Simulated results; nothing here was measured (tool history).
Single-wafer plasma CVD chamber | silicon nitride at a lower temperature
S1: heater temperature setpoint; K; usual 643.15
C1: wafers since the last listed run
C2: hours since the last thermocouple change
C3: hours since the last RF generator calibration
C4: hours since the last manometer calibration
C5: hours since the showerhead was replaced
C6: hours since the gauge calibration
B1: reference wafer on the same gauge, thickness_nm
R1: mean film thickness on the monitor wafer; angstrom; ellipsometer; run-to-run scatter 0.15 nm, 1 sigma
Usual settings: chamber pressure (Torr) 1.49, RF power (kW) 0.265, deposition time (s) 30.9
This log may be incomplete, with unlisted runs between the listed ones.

Run 1, hour 0.0: usual settings; C1 0; C2 706.1; C3 1724.6; C4 738.5; C5 2809.9; C6 160.2; B1 37.043. Result: R1 322.62 angstrom.
Run 2, hour 104.6: usual settings; C1 2321; C2 810.7; C3 1829.2; C4 843.1; C5 2914.5; C6 264.8; B1 37.011. Result: R1 321.28 angstrom.
Run 3, hour 192.0: usual settings; C1 1939; C2 898.1; C3 1916.6; C4 930.5; C5 3001.9; C6 352.2; B1 37.027. Result: R1 322.88 angstrom.
Run 4, hour 229.7: usual settings; C1 836; C2 935.8; C3 1954.3; C4 968.2; C5 3039.6; C6 389.9; B1 37.021. Result: R1 321.59 angstrom.
Run 5, hour 323.1: usual settings; C1 2073; C2 1029.2; C3 2047.7; C4 1061.6; C5 3133.0; C6 483.3; B1 36.994. Result: R1 320.41 angstrom.
At hour 345.8: RF generator calibrated.
At hour 369.8: thermocouple changed; heater temperature recalibrated.
Run 6, hour 370.3: usual settings but chamber pressure (Torr) 1.32; C1 692; C2 0.5; C3 24.5; C4 1108.8; C5 3180.2; C6 530.5; B1 36.983. Result: R1 307.64 angstrom.
At hour 390.7: capacitance manometer re-zeroed and calibrated.
Run 7, hour 425.5: usual settings but chamber pressure (Torr) 1.32; C1 1047; C2 55.7; C3 79.7; C4 34.8; C5 3235.4; C6 585.7; B1 37.026. Result: R1 301.54 angstrom.
At hour 455.8: showerhead replaced.
Run 8, hour 484.0: usual settings; C1 1120; C2 114.2; C3 138.2; C4 93.3; C5 28.2; C6 644.2; B1 37.016. Result: R1 313.65 angstrom.
Run 9, hour 557.7: usual settings but RF power (kW) 0.295, deposition time (s) 27.3; C1 1635; C2 187.9; C3 211.9; C4 167.0; C5 101.9; C6 717.9; B1 37.007. Result: R1 294.90 angstrom.
At hour 580.3: gauge calibrated.
Run 10, hour 622.4: usual settings but chamber pressure (Torr) 1.25; C1 1436; C2 252.6; C3 276.6; C4 231.7; C5 166.6; C6 42.1; B1 36.939. Result: R1 297.47 angstrom.
Run 11, hour 718.6: usual settings; C1 2135; C2 348.8; C3 372.8; C4 327.9; C5 262.8; C6 138.3; B1 36.988. Result: R1 319.54 angstrom.
Run 12, hour 771.2: usual settings but S1 636.15 K, chamber pressure (Torr) 1.16; C1 1167; C2 401.4; C3 425.4; C4 380.5; C5 315.4; C6 190.9; B1 37.005. Result: R1 293.14 angstrom.
Run 13, hour 871.3: usual settings but S1 639.15 K, RF power (kW) 0.295; C1 2221; C2 501.5; C3 525.5; C4 480.6; C5 415.5; C6 291.0; B1 37.015. Result: R1 336.44 angstrom.
Run 14, hour 908.1: usual settings but RF power (kW) 0.285; C1 816; C2 538.3; C3 562.3; C4 517.4; C5 452.3; C6 327.8; B1 37.066. Result: R1 331.62 angstrom.
Run 15, hour 993.8: usual settings; C1 1902; C2 624.0; C3 648.0; C4 603.1; C5 538.0; C6 413.5; B1 36.962. Result: R1 321.99 angstrom.
Run 16, hour 1061.7: usual settings but S1 636.15 K, RF power (kW) 0.250, deposition time (s) 33.1; C1 1507; C2 691.9; C3 715.9; C4 671.0; C5 605.9; C6 481.4; B1 36.938. Result: R1 334.36 angstrom.
Run 17, hour 1121.9: usual settings but chamber pressure (Torr) 1.77; C1 1336; C2 752.1; C3 776.1; C4 731.2; C5 666.1; C6 541.6; B1 36.995. Result: R1 340.40 angstrom.

What if the next run were any one of these 3? Each begins from the tool's condition after run 17:
Run A, hour 1122.3: usual settings; C1 8; C2 752.5; C3 776.5; C4 731.6; C5 666.5; C6 542.0; B1 ?. Result: R1 ?.
Run B, hour 1122.3: usual settings but S1 654.15 K, RF power (kW) 0.285, deposition time (s) 27.0; C1 8; C2 752.5; C3 776.5; C4 731.6; C5 666.5; C6 542.0; B1 ?. Result: R1 ?.
Run C, hour 1122.3: usual settings but RF power (kW) 0.240; C1 8; C2 752.5; C3 776.5; C4 731.6; C5 666.5; C6 542.0; B1 ?. Result: R1 ?.

run      B1      R1
  A  36.946  320.28
  B  36.946  289.10
  C  36.946  305.07
The same runs, with their run-to-run variation unchanged, on a tool lacking any hidden condition would have given:
run      R1
  A  312.19
  B  281.79
  C  297.36
